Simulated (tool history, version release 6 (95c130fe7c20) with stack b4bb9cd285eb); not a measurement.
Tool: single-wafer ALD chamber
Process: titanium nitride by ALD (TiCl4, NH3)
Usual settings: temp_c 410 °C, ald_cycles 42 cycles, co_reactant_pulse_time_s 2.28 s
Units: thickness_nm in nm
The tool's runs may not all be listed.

run   hour  temp_c  ald_cycles  co_reactant_pulse_time_s  wafers since the last listed run  hours since the last thermocouple change  hours since the showerhead was replaced  hours since the gauge calibration  read-back reference wafer on the same gauge, thickness_nm  thickness_nm
  1      0     410          42                       2.9                                 0                                    1382.7                                   7108.4                              103.3                                                      1.073         1.026
  2   16.6     410          42                       2.9                                68                                    1399.3                                     7125                              119.9                                                      1.074         1.032
  3   26.7     410          42                      2.28                                41                                    1409.4                                   7135.1                                130                                                      1.074         1.019
  4   43.9     410          42                      2.28                                70                                    1426.6                                   7152.3                              147.2                                                      1.075          1.02
  5   60.6     410          42                      1.88                                68                                    1443.3                                     7169                              163.9                                                      1.076         1.013
  6     73     410          42                      1.88                                50                                    1455.7                                   7181.4                              176.3                                                      1.077          1.02
  7   90.6     410          42                      1.88                                72                                    1473.3                                     7199                              193.9                                                      1.078          1.02
  8  102.8     410          42                      2.28                                50                                    1485.5                                   7211.2                              206.1                                                       1.08         1.025
  9  111.4     418          42                      2.28                                35                                    1494.1                                   7219.8                              214.7                                                       1.08          1.03
     112.9  -- gauge calibrated
 10  125.8     418          42                      2.28                                59                                    1508.5                                   7234.2                               12.9                                                      1.069         1.021
 11    143     410          42                      2.28                                70                                    1525.7                                   7251.4                               30.1                                                      1.069          1.02
 12  151.5     410          42                      2.28                                34                                    1534.2                                   7259.9                               38.6                                                      1.069         1.017
       164  -- thermocouple changed; heater temperature recalibrated
     170.7  -- showerhead replaced
 13  171.2     424          49                      2.28                                20                                       7.2                                      0.5                               58.3                                                       1.07         1.191
 14  174.5     410          42                      2.28                                13                                      10.5                                      3.8                               61.6                                                       1.07          1.02
 15  187.9     410          37                      2.28                                54                                      23.9                                     17.2                                 75                                                      1.071         0.898
 16  195.1     410          42                      2.65                                29                                      31.1                                     24.4                               82.2                                                       1.07         1.022
 17    203     404          42                      2.71                                32                                        39                                     32.3                               90.1                                                      1.071         1.022
 18  218.3     410          42                      1.81                                62                                      54.3                                     47.6                              105.4                                                      1.071         1.008
 19  225.1     401          44                         2                                27                                      61.1                                     54.4                              112.2                                                      1.072         1.058
 20    240     410          36                      2.28                                61                                        76                                     69.3                              127.1                                                      1.073         0.875
 21  254.1     397          46                      2.28                                57                                      90.1                                     83.4                              141.2                                                      1.072         1.113
 22  297.4     410          42                      2.28                               177                                     133.4                                    126.7                              184.5                                                      1.076         1.022

3 ways to go on from here, each from the tool as it stands after run 22. What would each give?
  A  297.9     410          42                      2.28                                 2                                     133.9                                    127.2                                185                                                          ?             ?
  B  297.9     395          37                      2.51                                 2                                     133.9                                    127.2                                185                                                          ?             ?
  C  297.9     410          38                      2.28                                 2                                     133.9                                    127.2                                185                                                          ?             ?

run  read-back reference wafer on the same gauge, thickness_nm  thickness_nm
  A                                                      1.076          1.02
  B                                                      1.076         0.895
  C                                                      1.076         0.923
Without the tool's hidden state the same runs would have given:
run  thickness_nm
  A         1.015
  B          0.89
  C         0.918
